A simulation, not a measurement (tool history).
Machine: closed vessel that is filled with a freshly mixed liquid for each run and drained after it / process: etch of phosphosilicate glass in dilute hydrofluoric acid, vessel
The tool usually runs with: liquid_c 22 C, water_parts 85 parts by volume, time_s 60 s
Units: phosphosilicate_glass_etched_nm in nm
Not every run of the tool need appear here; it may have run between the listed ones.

run	hour	liquid_c	water_parts	time_s	read-back film thickness of the phosphosilicate glass reference wafer, read on the same gauge (nm)	phosphosilicate_glass_etched_nm
1	0	22	105	60	136.57	53.38
2	86.2	22	85	70	136.36	78.86
3	170.9	22	85	60	136.23	67.7
4	228.2	22	85	60	136.14	67.12
5	318.2	22	85	60	135.99	67.79
# hour 366.5: thermometer replaced
6	377.4	22	85	60	135.91	67.23
7	483.4	22	85	60	135.8	67.83
8	525.6	22	85	60	135.74	67.47
9	617.6	22	85	60	135.66	68.25
10	705.1	24.5	85	60	135.65	74.35
11	936.7	24.5	85	60	135.46	73.94
12	1115.7	22	55	90	135.41	163.38
# hour 1132.6: thermometer replaced
13	1211.3	22	85	60	135.34	66.65
# hour 1225.3: hydrofluoric acid flow meter replaced
# hour 1275.5: gauge calibrated
14	1300.5	22	75	85	139.46	112.43
15	1370.4	20.5	60	50	138.92	77.48
16	1427.3	20.5	50	40	138.59	75.82
17	1465.6	22	85	60	138.24	68.53
18	1563.1	22	85	45	137.72	50.72
19	1670.3	22	65	45	137.16	68.44
20	1735.8	19.5	75	90	136.89	105.74
21	1810.1	22	85	60	136.57	67.06
22	1892.3	18	115	40	136.26	27.49
# hour 1978.7: thermometer replaced
23	2006	22	65	30	135.94	45.05

Below are 5 alternative next runs, each starting from the tool's condition after run 23. Predict each:
A	2006.7	22	65	60	?	?
B	2006.7	22	85	35	?	?
C	2006.7	23.5	85	85	?	?
D	2006.7	18	55	30	?	?
E	2006.7	27	50	80	?	?

run	read-back film thickness of the phosphosilicate glass reference wafer, read on the same gauge (nm)	phosphosilicate_glass_etched_nm
A	135.88	91.02
B	135.88	39.63
C	135.88	102.26
D	135.88	45.98
E	135.88	197.33
Had the tool no hidden state, the same runs would have come out as:
run	phosphosilicate_glass_etched_nm
A	93.76
B	40.82
C	105.34
D	47.36
E	203.27
